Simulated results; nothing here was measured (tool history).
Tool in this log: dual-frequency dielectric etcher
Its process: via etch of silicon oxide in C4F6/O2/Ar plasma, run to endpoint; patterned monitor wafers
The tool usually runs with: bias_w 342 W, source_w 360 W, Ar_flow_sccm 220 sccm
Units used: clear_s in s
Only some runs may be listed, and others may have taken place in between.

run    day  bias_w  source_w  Ar_flow_sccm  wafers since the last listed run  hours since the last wet clean  hours since the last bias power generator calibration  hours since the last source power generator calibration  hours since the last Ar flow controller change  hours since the last upper electrode change  incoming incoming film thickness, nm  clear_s
  1  0.000     274       360           220                                 0                           313.8                                                 3930.5                                                   3293.5                                          3702.1                                       3363.8                                 171.3     48.5
  2  0.258     274       360           220                                94                           320.0                                                 3936.7                                                   3299.7                                          3708.3                                       3370.0                                 169.7     47.8
  3  0.971     274       360           220                               261                           337.1                                                 3953.8                                                   3316.8                                          3725.4                                       3387.1                                 169.0     47.7
  4  1.488     342       360           220                               189                           349.5                                                 3966.2                                                   3329.2                                          3737.8                                       3399.5                                 169.2     43.8
  5  1.846     342       360           220                               131                           358.1                                                 3974.8                                                   3337.8                                          3746.4                                       3408.1                                 168.9     43.1
  6  2.096     342       360           220                                91                           364.1                                                 3980.8                                                   3343.8                                          3752.4                                       3414.1                                 170.5     43.9
  7  2.617     342       360           220                               190                           376.6                                                 3993.3                                                   3356.3                                          3764.9                                       3426.6                                 168.4     43.2
  8  3.333     342       360           220                               262                           393.8                                                 4010.5                                                   3373.5                                          3782.1                                       3443.8                                 170.0     43.6
  9  3.621     342       360           220                               105                           400.7                                                 4017.4                                                   3380.4                                          3789.0                                       3450.7                                 170.2     43.8
 10  4.046     285       360           220                               155                           410.9                                                 4027.6                                                   3390.6                                          3799.2                                       3460.9                                 169.9     47.0
     4.579  -- bias power generator calibrated
 11  4.600     285       360           220                               142                           424.2                                                    0.5                                                   3403.9                                          3812.5                                       3474.2                                 170.0     46.9
 12  4.908     300       360           220                               113                           431.6                                                    7.9                                                   3411.3                                          3819.9                                       3481.6                                 168.1     45.5
 13  5.483     280       310           201                               210                           445.4                                                   21.7                                                   3425.1                                          3833.7                                       3495.4                                 170.6     50.0
 14  5.746     312       390           180                                96                           451.7                                                   28.0                                                   3431.4                                          3840.0                                       3501.7                                 169.9     42.2
 15  6.308     385       430           256                               206                           465.2                                                   41.5                                                   3444.9                                          3853.5                                       3515.2                                 170.5     39.5
 16  6.646     342       360           220                               123                           473.3                                                   49.6                                                   3453.0                                          3861.6                                       3523.3                                 168.8     43.1
     7.146  -- Ar flow controller replaced
 17  7.167     342       330           178                                99                           485.8                                                   62.1                                                   3465.5                                             0.5                                       3535.8                                 169.9     43.9

The next listed run, before its measurement:
     8.225  -- upper electrode replaced
     8.288  -- wet clean of the chamber
     8.292  -- source power generator calibrated
 18  8.308     342       360           220                                28                             0.5                                                   89.5                                                      0.4                                            27.9                                          2.0                                 170.4        ?

For run 18 the tool returned clear_s 46.4 s.
The same run, on a tool lacking any hidden state, would have yielded clear_s 46.5 s.
